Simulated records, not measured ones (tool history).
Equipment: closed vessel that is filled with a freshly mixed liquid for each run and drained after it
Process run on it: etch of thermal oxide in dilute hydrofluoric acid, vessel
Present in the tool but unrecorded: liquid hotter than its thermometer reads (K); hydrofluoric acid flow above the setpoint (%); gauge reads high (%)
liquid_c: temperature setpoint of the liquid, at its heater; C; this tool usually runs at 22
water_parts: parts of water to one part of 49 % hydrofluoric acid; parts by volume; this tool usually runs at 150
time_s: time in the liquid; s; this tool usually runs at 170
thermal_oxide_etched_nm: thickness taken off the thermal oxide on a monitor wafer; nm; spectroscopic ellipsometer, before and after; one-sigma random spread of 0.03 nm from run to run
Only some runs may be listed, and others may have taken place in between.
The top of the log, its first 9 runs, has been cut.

run,hour,liquid_c,water_parts,time_s,wafers since the last listed run,hours since the thermometer was replaced,hours since the hydrofluoric acid flow meter was replaced,hours since the gauge calibration,"read-back film thickness of the thermal oxide reference wafer, read on the same gauge (nm)",thermal_oxide_etched_nm
10,110.3,20.5,95,170,865,391.5,1078.4,471.7,39.992,7.775
11,124.8,22,150,245,965,406,1092.9,486.2,39.951,7.195
12,135.1,22,150,245,685,416.3,1103.2,496.5,39.978,7.169
13,171.3,22,150,245,2409,452.5,1139.4,532.7,40.019,7.115
# hour 173.8: gauge calibrated
14,177.5,22,150,170,412,458.7,1145.6,3.7,39.989,4.945
15,184.6,22,150,170,472,465.8,1152.7,10.8,39.994,4.948
16,199.3,22,150,170,978,480.5,1167.4,25.5,40.017,4.957
# hour 200.8: thermometer replaced
17,211.9,22,150,205,772,11.1,1180,38.1,39.961,6.021
18,227.3,26.5,80,140,1025,26.5,1195.4,53.5,39.984,9.916
19,239.6,22,150,170,818,38.8,1207.7,65.8,39.973,5.036
# hour 249.1: hydrofluoric acid flow meter replaced
20,255.4,22,150,170,985,54.6,6.3,81.6,39.98,5.25
21,271.9,24,85,130,1098,71.1,22.8,98.1,40.02,8.226
22,283,25,150,235,738,82.2,33.9,109.2,40.009,8.226
23,296.4,17.5,110,170,891,95.6,47.3,122.6,40.017,6.298
24,311.7,18.5,125,240,1018,110.9,62.6,137.9,39.993,7.925
25,323.7,22,150,170,798,122.9,74.6,149.9,40.008,5.287
26,336.6,22,150,255,858,135.8,87.5,162.8,40.008,7.913
# hour 345: hydrofluoric acid flow meter replaced, repeated, since the last time left the tool worse
27,353.5,22,150,170,1058,152.7,8.5,179.7,39.975,4.592
28,369.9,18.5,210,85,1091,169.1,24.9,196.1,39.953,1.33
29,380.9,22,85,130,732,180.1,35.9,207.1,39.959,6.727
30,391.9,19.5,150,135,732,191.1,46.9,218.1,39.968,3.302
31,409.2,22,150,245,1151,208.4,64.2,235.4,40.016,6.623
32,423.7,19,100,120,965,222.9,78.7,249.9,39.994,4.57
33,431.5,22,150,170,519,230.7,86.5,257.7,39.99,4.564
34,441,22,150,170,632,240.2,96,267.2,40.017,4.585

What if the next run were any one of these 3? Each begins from the tool's condition after run 34:
A,441.7,22,150,170,46,240.9,96.7,267.9,?,?
B,441.7,22,210,225,46,240.9,96.7,267.9,?,?
C,441.7,17,80,170,46,240.9,96.7,267.9,?,?

run,"read-back film thickness of the thermal oxide reference wafer, read on the same gauge (nm)",thermal_oxide_etched_nm
A,39.988,4.637
B,39.988,4.12
C,39.988,7.632
Take away the tool's hidden state, keep each run's random variation, and the runs would have read:
run,thermal_oxide_etched_nm
A,4.522
B,4.013
C,7.454
